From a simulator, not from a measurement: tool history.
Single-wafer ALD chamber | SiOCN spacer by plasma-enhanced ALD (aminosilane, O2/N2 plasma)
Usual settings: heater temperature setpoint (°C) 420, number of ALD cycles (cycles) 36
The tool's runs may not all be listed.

run	hour	heater temperature setpoint (°C)	number of ALD cycles (cycles)	read-back reference wafer on the same gauge, thickness_nm	mean film thickness on the monitor wafer (nm)
1	0	420	36	2.43	2.072
2	95.8	420	36	2.431	2.07
3	199	420	36	2.429	2.063
4	256.1	431	31	2.428	1.697
# hour 323.2: thermocouple changed; heater temperature recalibrated
5	323.7	431	31	2.428	1.739
6	429.8	410	35	2.428	2.102
7	489.4	410	35	2.428	2.086
8	568.4	420	36	2.432	2.072
9	651.9	420	41	2.433	2.387
10	724.9	420	36	2.435	2.061
11	830	420	36	2.434	2.083
12	885.6	420	36	2.431	2.074
13	966.4	420	40	2.431	2.304
14	1014.5	420	40	2.426	2.296
# hour 1035.9: gauge calibrated
15	1105.3	420	36	2.431	2.074
16	1182.3	412	31	2.433	1.829
17	1239.6	433	36	2.431	1.958
18	1295.5	413	34	2.432	2.007
19	1377.7	414	36	2.435	2.105
# hour 1400: thermocouple changed; heater temperature recalibrated
20	1476.4	428	36	2.435	2.063
21	1513.4	410	29	2.431	1.743
22	1613.4	420	43	2.433	2.495
23	1663.4	427	32	2.429	1.804
24	1734.5	420	36	2.431	2.086
25	1816.5	420	33	2.428	1.907
26	1919.1	433	34	2.433	1.881
27	2026.1	420	36	2.433	2.069
28	2114.8	420	36	2.433	2.065
29	2158.7	427	34	2.429	1.912
30	2253.5	415	30	2.427	1.751
31	2296.1	415	36	2.432	2.115

3 ways to go on from here, each from the tool as it stands after run 31. What would each give?
A	2296.6	420	36	?	?
B	2296.6	408	29	?	?
C	2296.6	431	39	?	?

run	read-back reference wafer on the same gauge, thickness_nm	mean film thickness on the monitor wafer (nm)
A	2.432	2.059
B	2.432	1.728
C	2.432	2.145
Without the tool's hidden state the same runs would have given:
run	mean film thickness on the monitor wafer (nm)
A	2.096
B	1.758
C	2.184
